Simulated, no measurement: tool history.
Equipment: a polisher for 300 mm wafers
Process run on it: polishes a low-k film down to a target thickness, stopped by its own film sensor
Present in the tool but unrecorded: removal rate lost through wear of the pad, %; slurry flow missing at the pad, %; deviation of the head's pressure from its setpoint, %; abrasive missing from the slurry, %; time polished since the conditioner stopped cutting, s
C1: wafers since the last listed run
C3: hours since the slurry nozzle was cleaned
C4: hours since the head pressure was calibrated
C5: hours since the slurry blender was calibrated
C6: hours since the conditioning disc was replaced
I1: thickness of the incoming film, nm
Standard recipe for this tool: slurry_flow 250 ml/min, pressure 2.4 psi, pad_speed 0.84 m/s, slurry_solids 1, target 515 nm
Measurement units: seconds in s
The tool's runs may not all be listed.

{"run": 1, "hour": 0.0, "slurry_flow": 250, "pressure": 2.4, "pad_speed": 0.84, "slurry_solids": 1, "target": 524, "C1": 0, "wafers polished on this pad": 3257, "C3": 13.6, "C4": 510.3, "C5": 693.9, "C6": 6.4, "I1": 549.7, "seconds": 53.7}
{"run": 2, "hour": 66.7, "slurry_flow": 250, "pressure": 2.4, "pad_speed": 0.84, "slurry_solids": 1, "target": 515, "C1": 787, "wafers polished on this pad": 4045, "C3": 80.3, "C4": 577, "C5": 760.6, "C6": 73.1, "I1": 555.8, "seconds": 88.2}
{"hour": 93.8, "done": "slurry blender recalibrated"}
{"run": 3, "hour": 163.4, "slurry_flow": 250, "pressure": 2.4, "pad_speed": 0.84, "slurry_solids": 1, "target": 515, "C1": 1118, "wafers polished on this pad": 5164, "C3": 177, "C4": 673.7, "C5": 69.6, "C6": 169.8, "I1": 558.5, "seconds": 81.6}
{"run": 4, "hour": 216.1, "slurry_flow": 290, "pressure": 2.4, "pad_speed": 0.84, "slurry_solids": 1, "target": 522, "C1": 622, "wafers polished on this pad": 5786, "C3": 229.7, "C4": 726.4, "C5": 122.3, "C6": 222.5, "I1": 551, "seconds": 55}
{"run": 5, "hour": 321.4, "slurry_flow": 250, "pressure": 2, "pad_speed": 1.02, "slurry_solids": 1.2, "target": 515, "C1": 1243, "wafers polished on this pad": 7030, "C3": 335, "C4": 831.7, "C5": 227.6, "C6": 327.8, "I1": 557.1, "seconds": 76.6}
{"hour": 381.6, "done": "worn pad replaced by a new one"}
{"run": 6, "hour": 388.5, "slurry_flow": 250, "pressure": 2.4, "pad_speed": 0.84, "slurry_solids": 1, "target": 524, "C1": 745, "wafers polished on this pad": 82, "C3": 402.1, "C4": 898.8, "C5": 294.7, "C6": 394.9, "I1": 542.2, "seconds": 36}
{"run": 7, "hour": 467.5, "slurry_flow": 250, "pressure": 2.4, "pad_speed": 0.84, "slurry_solids": 1, "target": 515, "C1": 933, "wafers polished on this pad": 1015, "C3": 481.1, "C4": 977.8, "C5": 373.7, "C6": 473.9, "I1": 558.5, "seconds": 85.7}
{"run": 8, "hour": 557.5, "slurry_flow": 250, "pressure": 2.9, "pad_speed": 1, "slurry_solids": 1, "target": 515, "C1": 1063, "wafers polished on this pad": 2078, "C3": 571.1, "C4": 1067.8, "C5": 463.7, "C6": 563.9, "I1": 545.1, "seconds": 44.3}
{"hour": 573.4, "done": "head pressure recalibrated"}
{"hour": 612.0, "done": "slurry nozzle cleaned"}
{"run": 9, "hour": 671.1, "slurry_flow": 330, "pressure": 2.9, "pad_speed": 0.84, "slurry_solids": 1, "target": 527, "C1": 1306, "wafers polished on this pad": 3384, "C3": 59.1, "C4": 97.7, "C5": 577.3, "C6": 677.5, "I1": 545, "seconds": 30.7}
{"run": 10, "hour": 707.4, "slurry_flow": 250, "pressure": 2.4, "pad_speed": 0.84, "slurry_solids": 1, "target": 515, "C1": 428, "wafers polished on this pad": 3813, "C3": 95.4, "C4": 134, "C5": 613.6, "C6": 713.8, "I1": 545.4, "seconds": 62.6}
{"run": 11, "hour": 762.7, "slurry_flow": 250, "pressure": 1.9, "pad_speed": 1.02, "slurry_solids": 1, "target": 515, "C1": 653, "wafers polished on this pad": 4466, "C3": 150.7, "C4": 189.3, "C5": 668.9, "C6": 769.1, "I1": 539.8, "seconds": 55.6}
{"hour": 810.1, "done": "conditioning disc replaced and pad reconditioned"}
{"run": 12, "hour": 854.5, "slurry_flow": 250, "pressure": 1.8, "pad_speed": 0.94, "slurry_solids": 1, "target": 515, "C1": 1060, "wafers polished on this pad": 5527, "C3": 242.5, "C4": 281.1, "C5": 760.7, "C6": 44.4, "I1": 540.8, "seconds": 65}
{"hour": 882.3, "done": "slurry blender recalibrated"}
{"run": 13, "hour": 909.4, "slurry_flow": 250, "pressure": 2.4, "pad_speed": 1.06, "slurry_solids": 0.85, "target": 515, "C1": 624, "wafers polished on this pad": 6152, "C3": 297.4, "C4": 336, "C5": 27.1, "C6": 99.3, "I1": 541.6, "seconds": 45.4}
{"run": 14, "hour": 992.2, "slurry_flow": 250, "pressure": 2.4, "pad_speed": 0.84, "slurry_solids": 1, "target": 515, "C1": 978, "wafers polished on this pad": 7130, "C3": 380.2, "C4": 418.8, "C5": 109.9, "C6": 182.1, "I1": 551.1, "seconds": 66.1}
{"hour": 1016.5, "done": "worn pad replaced by a new one"}
{"run": 15, "hour": 1088.6, "slurry_flow": 250, "pressure": 2.2, "pad_speed": 0.84, "slurry_solids": 1, "target": 515, "C1": 1091, "wafers polished on this pad": 851, "C3": 476.6, "C4": 515.2, "C5": 206.3, "C6": 278.5, "I1": 540.6, "seconds": 53}
{"run": 16, "hour": 1172.8, "slurry_flow": 330, "pressure": 2.4, "pad_speed": 1, "slurry_solids": 1, "target": 523, "C1": 994, "wafers polished on this pad": 1846, "C3": 560.8, "C4": 599.4, "C5": 290.5, "C6": 362.7, "I1": 541.2, "seconds": 29.5}
{"run": 17, "hour": 1267.8, "slurry_flow": 250, "pressure": 1.9, "pad_speed": 1.12, "slurry_solids": 1.3, "target": 515, "C1": 1122, "wafers polished on this pad": 2968, "C3": 655.8, "C4": 694.4, "C5": 385.5, "C6": 457.7, "I1": 544.9, "seconds": 49.4}
{"run": 18, "hour": 1375.3, "slurry_flow": 250, "pressure": 3.2, "pad_speed": 0.92, "slurry_solids": 0.75, "target": 515, "C1": 1269, "wafers polished on this pad": 4238, "C3": 763.3, "C4": 801.9, "C5": 493, "C6": 565.2, "I1": 547.4, "seconds": 57.3}
{"hour": 1415.9, "done": "slurry nozzle cleaned"}
{"run": 19, "hour": 1430.1, "slurry_flow": 250, "pressure": 2.4, "pad_speed": 0.84, "slurry_solids": 1, "target": 515, "C1": 635, "wafers polished on this pad": 4873, "C3": 14.2, "C4": 856.7, "C5": 547.8, "C6": 620, "I1": 548.8, "seconds": 68.5}
{"hour": 1433.9, "done": "conditioning disc replaced and pad reconditioned"}
{"run": 20, "hour": 1501.7, "slurry_flow": 250, "pressure": 2.4, "pad_speed": 1.06, "slurry_solids": 0.85, "target": 515, "C1": 822, "wafers polished on this pad": 5695, "C3": 85.8, "C4": 928.3, "C5": 619.4, "C6": 67.8, "I1": 560.6, "seconds": 86.6}
{"run": 21, "hour": 1555.1, "slurry_flow": 325, "pressure": 2.2, "pad_speed": 0.7, "slurry_solids": 1, "target": 522, "C1": 630, "wafers polished on this pad": 6326, "C3": 139.2, "C4": 981.7, "C5": 672.8, "C6": 121.2, "I1": 542.8, "seconds": 53.1}
{"run": 22, "hour": 1632.2, "slurry_flow": 250, "pressure": 2.4, "pad_speed": 0.84, "slurry_solids": 1, "target": 510, "C1": 910, "wafers polished on this pad": 7237, "C3": 216.3, "C4": 1058.8, "C5": 749.9, "C6": 198.3, "I1": 544.4, "seconds": 72.6}
{"hour": 1637.9, "done": "head pressure recalibrated"}
{"hour": 1645.1, "done": "slurry blender recalibrated"}
{"hour": 1736.7, "done": "worn pad replaced by a new one"}
{"run": 23, "hour": 1737.2, "slurry_flow": 180, "pressure": 3.1, "pad_speed": 1, "slurry_solids": 0.75, "target": 515, "C1": 1145, "wafers polished on this pad": 6, "C3": 321.3, "C4": 99.3, "C5": 92.1, "C6": 303.3, "I1": 556, "seconds": 66.7}
{"run": 24, "hour": 1832.7, "slurry_flow": 250, "pressure": 2.6, "pad_speed": 0.84, "slurry_solids": 1, "target": 515, "C1": 1128, "wafers polished on this pad": 1134, "C3": 416.8, "C4": 194.8, "C5": 187.6, "C6": 398.8, "I1": 556.7, "seconds": 75.1}
{"run": 25, "hour": 1873.9, "slurry_flow": 190, "pressure": 1.6, "pad_speed": 0.96, "slurry_solids": 0.7, "target": 515, "C1": 486, "wafers polished on this pad": 1620, "C3": 458, "C4": 236, "C5": 228.8, "C6": 440, "I1": 552.7, "seconds": 121.2}

Below are 4 alternative next runs, each starting from the tool's condition after run 25. Predict each:
{"run": "A", "hour": 1874.4, "slurry_flow": 250, "pressure": 2.4, "pad_speed": 0.84, "slurry_solids": 1, "target": 515, "C1": 5, "wafers polished on this pad": 1626, "C3": 458.5, "C4": 236.5, "C5": 229.3, "C6": 440.5, "I1": 543.6, "seconds": "?"}
{"run": "B", "hour": 1874.4, "slurry_flow": 250, "pressure": 2.1, "pad_speed": 0.84, "slurry_solids": 1.3, "target": 527, "C1": 5, "wafers polished on this pad": 1626, "C3": 458.5, "C4": 236.5, "C5": 229.3, "C6": 440.5, "I1": 543.6, "seconds": "?"}
{"run": "C", "hour": 1874.4, "slurry_flow": 205, "pressure": 2.4, "pad_speed": 1.02, "slurry_solids": 1, "target": 515, "C1": 5, "wafers polished on this pad": 1626, "C3": 458.5, "C4": 236.5, "C5": 229.3, "C6": 440.5, "I1": 543.6, "seconds": "?"}
{"run": "D", "hour": 1874.4, "slurry_flow": 250, "pressure": 3.2, "pad_speed": 0.96, "slurry_solids": 0.75, "target": 507, "C1": 5, "wafers polished on this pad": 1626, "C3": 458.5, "C4": 236.5, "C5": 229.3, "C6": 440.5, "I1": 543.6, "seconds": "?"}

run=A seconds=54.9
run=B seconds=31.2
run=C seconds=48
run=D seconds=58.9
With no hidden state in the tool, these same runs would have given:
run=A seconds=52.6
run=B seconds=30.2
run=C seconds=46.1
run=D seconds=56.1
